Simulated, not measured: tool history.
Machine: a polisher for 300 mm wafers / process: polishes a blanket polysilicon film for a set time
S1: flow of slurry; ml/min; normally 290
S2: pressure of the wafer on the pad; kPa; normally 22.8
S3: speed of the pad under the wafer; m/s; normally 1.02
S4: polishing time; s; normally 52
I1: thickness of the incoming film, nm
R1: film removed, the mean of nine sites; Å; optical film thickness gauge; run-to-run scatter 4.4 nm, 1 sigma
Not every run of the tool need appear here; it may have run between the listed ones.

run	hour	S1	S2	S3	S4	I1	R1
1	0	290	22.8	1.02	65	1473.2	6586
2	59.6	290	22.8	1.02	65	1481	6542
3	102.7	290	26.9	1.02	52	1495.1	6139
4	137.2	290	28.3	1.02	52	1489.1	6455
# hour 164.6: worn pad replaced by a new one
5	180.8	290	22.8	1.02	59	1492.2	6297
6	247.4	290	22.8	1.02	59	1490.1	6340
# hour 279.4: slurry nozzle cleaned
7	298.6	290	22.8	1.02	59	1474.1	6180
8	368.3	290	22.8	1.02	52	1482.9	5430
# hour 415.3: head pressure recalibrated
9	559.7	290	22.8	1.02	52	1472.3	5342
10	605.1	290	22.8	1.02	52	1494.2	5394
# hour 620.6: worn pad replaced by a new one
11	662.7	290	22.8	1.02	52	1475	5587
12	691.3	290	22.8	1.02	52	1479.7	5552
13	759.5	290	22.8	1.02	52	1475.2	5478
14	826.3	390	22.8	1.02	38	1477.4	4027
15	860.4	365	22.8	1.02	52	1479.8	5453
# hour 864.2: slurry nozzle cleaned
16	917.7	290	22.8	0.7	52	1495.6	3702
# hour 983.3: head pressure recalibrated
17	986.7	290	22.8	0.68	52	1490.3	3592
18	1055.5	290	22.8	1.02	52	1483	5284
19	1120.1	250	29.6	1.2	64	1477.6	9895
20	1161.3	215	17.9	0.76	57	1499.1	3293
# hour 1168.7: worn pad replaced by a new one
21	1196.7	290	22.8	1.02	47	1492.6	5032
22	1259.2	290	30.3	1.02	43	1468.9	6057

Expected results for the next run?
23	1289	290	22.8	1.02	52	1470.3	?

R1: 5493 Å
Take away the tool's hidden state, keep the run-to-run variation as it was, and the same run would have given R1 5601 Å.

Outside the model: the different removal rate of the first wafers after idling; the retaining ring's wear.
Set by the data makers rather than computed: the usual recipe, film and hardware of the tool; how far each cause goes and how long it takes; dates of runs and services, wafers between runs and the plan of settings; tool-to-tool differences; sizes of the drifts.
